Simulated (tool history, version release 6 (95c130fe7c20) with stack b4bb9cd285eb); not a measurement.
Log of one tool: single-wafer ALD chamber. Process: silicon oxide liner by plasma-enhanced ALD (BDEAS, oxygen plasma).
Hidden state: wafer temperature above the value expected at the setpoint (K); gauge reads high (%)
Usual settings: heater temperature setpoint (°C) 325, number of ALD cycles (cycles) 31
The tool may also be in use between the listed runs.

run,hour,heater temperature setpoint (°C),number of ALD cycles (cycles),wafers since the last listed run,hours since the last thermocouple change,hours since the gauge calibration,"read-back reference wafer on the same gauge, thickness_nm",mean film thickness on the monitor wafer (nm)
1,0,325,34,0,721.3,703.1,3.258,3.051
2,57.4,325,34,754,778.7,760.5,3.257,3.047
3,132.8,317,31,990,854.1,835.9,3.259,2.813
4,241.7,317,31,1430,963,944.8,3.257,2.819
5,324.4,334,30,1086,1045.7,1027.5,3.259,2.664
6,363.9,334,30,518,1085.2,1067,3.261,2.651
7,425.4,334,30,808,1146.7,1128.5,3.261,2.656
8,513,311,25,1150,1234.3,1216.1,3.261,2.291
9,561.7,316,29,639,1283,1264.8,3.262,2.644
10,660.4,325,27,1296,1381.7,1363.5,3.259,2.422
11,701.7,325,31,542,1423,1404.8,3.257,2.776
# hour 705.1: gauge calibrated
# hour 751.6: thermocouple changed; heater temperature recalibrated
12,1023.7,335,27,4125,272.1,318.6,3.257,2.384
13,1077,331,28,700,325.4,371.9,3.259,2.479
14,1179.6,325,33,1348,428,474.5,3.259,2.958
15,1265.2,325,31,1124,513.6,560.1,3.259,2.783

How the hidden state differs across the entries between the runs, from the last listed run before each to the first after it:
Between runs 11 and 12: gauge calibrated (hour 705.1); thermocouple changed; heater temperature recalibrated (hour 751.6)
  no hidden state differs between the two runs

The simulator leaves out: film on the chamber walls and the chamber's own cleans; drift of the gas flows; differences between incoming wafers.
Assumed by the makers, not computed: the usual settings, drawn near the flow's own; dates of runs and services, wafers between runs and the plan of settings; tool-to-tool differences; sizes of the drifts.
